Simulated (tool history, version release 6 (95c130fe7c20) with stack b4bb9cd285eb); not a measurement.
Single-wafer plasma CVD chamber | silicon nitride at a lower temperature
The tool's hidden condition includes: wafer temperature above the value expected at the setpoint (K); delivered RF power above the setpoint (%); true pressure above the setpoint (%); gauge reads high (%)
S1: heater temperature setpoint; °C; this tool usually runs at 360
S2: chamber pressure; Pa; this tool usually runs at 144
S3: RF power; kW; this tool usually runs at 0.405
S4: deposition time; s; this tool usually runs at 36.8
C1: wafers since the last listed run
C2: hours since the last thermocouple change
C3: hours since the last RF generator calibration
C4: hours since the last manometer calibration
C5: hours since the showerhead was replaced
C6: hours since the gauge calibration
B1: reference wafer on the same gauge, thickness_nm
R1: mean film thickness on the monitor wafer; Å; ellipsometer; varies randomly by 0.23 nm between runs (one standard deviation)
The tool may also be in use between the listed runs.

run 1 day=0 | S1=360 S2=144 S3=0.405 S4=36.8 | C1=0 C2=785.3 C3=393.2 C4=190.5 C5=7081.1 C6=594.4 | B1=51.047 | R1=500.88
run 2 day=1.075 | S1=355 S2=151 S3=0.405 S4=36.8 | C1=371 C2=811.1 C3=419 C4=216.3 C5=7106.9 C6=620.2 | B1=51.149 | R1=510.46
run 3 day=3.408 | S1=360 S2=144 S3=0.405 S4=36.8 | C1=805 C2=867.1 C3=475 C4=272.3 C5=7162.9 C6=676.2 | B1=51.06 | R1=498.9
run 4 day=6.075 | S1=360 S2=144 S3=0.405 S4=36.8 | C1=920 C2=931.1 C3=539 C4=336.3 C5=7226.9 C6=740.2 | B1=51.075 | R1=500.52
run 5 day=7.279 | S1=360 S2=144 S3=0.405 S4=36.8 | C1=415 C2=960 C3=567.9 C4=365.2 C5=7255.8 C6=769.1 | B1=51.029 | R1=497.01
run 6 day=12.275 | S1=360 S2=144 S3=0.405 S4=36.8 | C1=1724 C2=1079.9 C3=687.8 C4=485.1 C5=7375.7 C6=889 | B1=51.148 | R1=499.63
run 7 day=13.492 | S1=360 S2=144 S3=0.405 S4=36.8 | C1=419 C2=1109.1 C3=717 C4=514.3 C5=7404.9 C6=918.2 | B1=51.05 | R1=499.31
run 8 day=16.071 | S1=360 S2=144 S3=0.405 S4=36.8 | C1=890 C2=1171 C3=778.9 C4=576.2 C5=7466.8 C6=980.1 | B1=51.087 | R1=495.93
run 9 day=17.329 | S1=360 S2=144 S3=0.375 S4=36.8 | C1=434 C2=1201.2 C3=809.1 C4=606.4 C5=7497 C6=1010.3 | B1=51.136 | R1=477.34
run 10 day=19.108 | S1=360 S2=144 S3=0.375 S4=36.8 | C1=614 C2=1243.9 C3=851.8 C4=649.1 C5=7539.7 C6=1053 | B1=51.089 | R1=474.77
run 11 day=21.567 | S1=360 S2=144 S3=0.375 S4=36.8 | C1=848 C2=1302.9 C3=910.8 C4=708.1 C5=7598.7 C6=1112 | B1=51.123 | R1=474.83
-- day=23.025 showerhead replaced
run 12 day=24.142 | S1=360 S2=144 S3=0.405 S4=36.8 | C1=773 C2=1364.7 C3=972.6 C4=769.9 C5=26.8 C6=1173.8 | B1=51.122 | R1=493.23
run 13 day=25.304 | S1=360 S2=144 S3=0.405 S4=36.8 | C1=401 C2=1392.6 C3=1000.5 C4=797.8 C5=54.7 C6=1201.7 | B1=51.054 | R1=500.72
run 14 day=27.254 | S1=360 S2=144 S3=0.405 S4=36.8 | C1=673 C2=1439.4 C3=1047.3 C4=844.6 C5=101.5 C6=1248.5 | B1=51.104 | R1=497.11
run 15 day=28.975 | S1=364 S2=168 S3=0.46 S4=41.7 | C1=593 C2=1480.7 C3=1088.6 C4=885.9 C5=142.8 C6=1289.8 | B1=51.159 | R1=655.29
-- day=29.338 gauge calibrated
-- day=30.204 thermocouple changed; heater temperature recalibrated
run 16 day=31.017 | S1=360 S2=144 S3=0.37 S4=42.1 | C1=589 C2=19.5 C3=1137.6 C4=934.9 C5=191.8 C6=40.3 | B1=51.103 | R1=535.09
run 17 day=33.575 | S1=360 S2=144 S3=0.405 S4=41.5 | C1=883 C2=80.9 C3=1199 C4=996.3 C5=253.2 C6=101.7 | B1=51.127 | R1=560.2
run 18 day=35.983 | S1=360 S2=144 S3=0.435 S4=33.7 | C1=831 C2=138.7 C3=1256.8 C4=1054.1 C5=311 C6=159.5 | B1=51.094 | R1=481.61
run 19 day=37.662 | S1=360 S2=144 S3=0.405 S4=36.8 | C1=579 C2=179 C3=1297.1 C4=1094.4 C5=351.3 C6=199.8 | B1=51.158 | R1=498.27
run 20 day=40.388 | S1=360 S2=144 S3=0.36 S4=36.8 | C1=940 C2=244.4 C3=1362.5 C4=1159.8 C5=416.7 C6=265.2 | B1=51.144 | R1=461.14
run 21 day=42.892 | S1=369 S2=125 S3=0.405 S4=43.6 | C1=864 C2=304.5 C3=1422.6 C4=1219.9 C5=476.8 C6=325.3 | B1=51.151 | R1=542.54
-- day=44.038 capacitance manometer re-zeroed and calibrated
run 22 day=45.571 | S1=360 S2=121 S3=0.38 S4=30.8 | C1=809 C2=368.8 C3=1486.9 C4=36.8 C5=541.1 C6=389.6 | B1=51.094 | R1=360.14
run 23 day=47.5 | S1=360 S2=144 S3=0.355 S4=36.8 | C1=665 C2=415.1 C3=1533.2 C4=83.1 C5=587.4 C6=435.9 | B1=51.128 | R1=458.91
-- day=50.533 RF generator calibrated
run 24 day=50.554 | S1=353 S2=168 S3=0.355 S4=42.9 | C1=939 C2=488.4 C3=0.5 C4=156.4 C5=660.7 C6=509.2 | B1=51.117 | R1=574.52
run 25 day=52.308 | S1=347 S2=144 S3=0.405 S4=29.6 | C1=605 C2=530.5 C3=42.6 C4=198.5 C5=702.8 C6=551.3 | B1=51.101 | R1=401.44
run 26 day=54.3 | S1=360 S2=144 S3=0.46 S4=39.4 | C1=687 C2=578.3 C3=90.4 C4=246.3 C5=750.6 C6=599.1 | B1=51.101 | R1=578.5
run 27 day=55.392 | S1=360 S2=144 S3=0.405 S4=36.8 | C1=376 C2=604.5 C3=116.6 C4=272.5 C5=776.8 C6=625.3 | B1=51.101 | R1=494.77
run 28 day=59.212 | S1=360 S2=144 S3=0.405 S4=36.8 | C1=1318 C2=696.2 C3=208.3 C4=364.2 C5=868.5 C6=717 | B1=51.112 | R1=499.89
run 29 day=60.929 | S1=366 S2=144 S3=0.33 S4=36.8 | C1=592 C2=737.4 C3=249.5 C4=405.4 C5=909.7 C6=758.2 | B1=51.082 | R1=437.71
run 30 day=65.271 | S1=360 S2=144 S3=0.405 S4=44.1 | C1=1498 C2=841.6 C3=353.7 C4=509.6 C5=1013.9 C6=862.4 | B1=51.087 | R1=598.66

What the log doesn't show, run by run:
wafer temperature above the value expected at the setpoint (K): 0, the same for each run
delivered RF power above the setpoint (%): 0, the same for each run
true pressure above the setpoint (%): 0, the same for each run
gauge reads high (%): 0, the same for each run
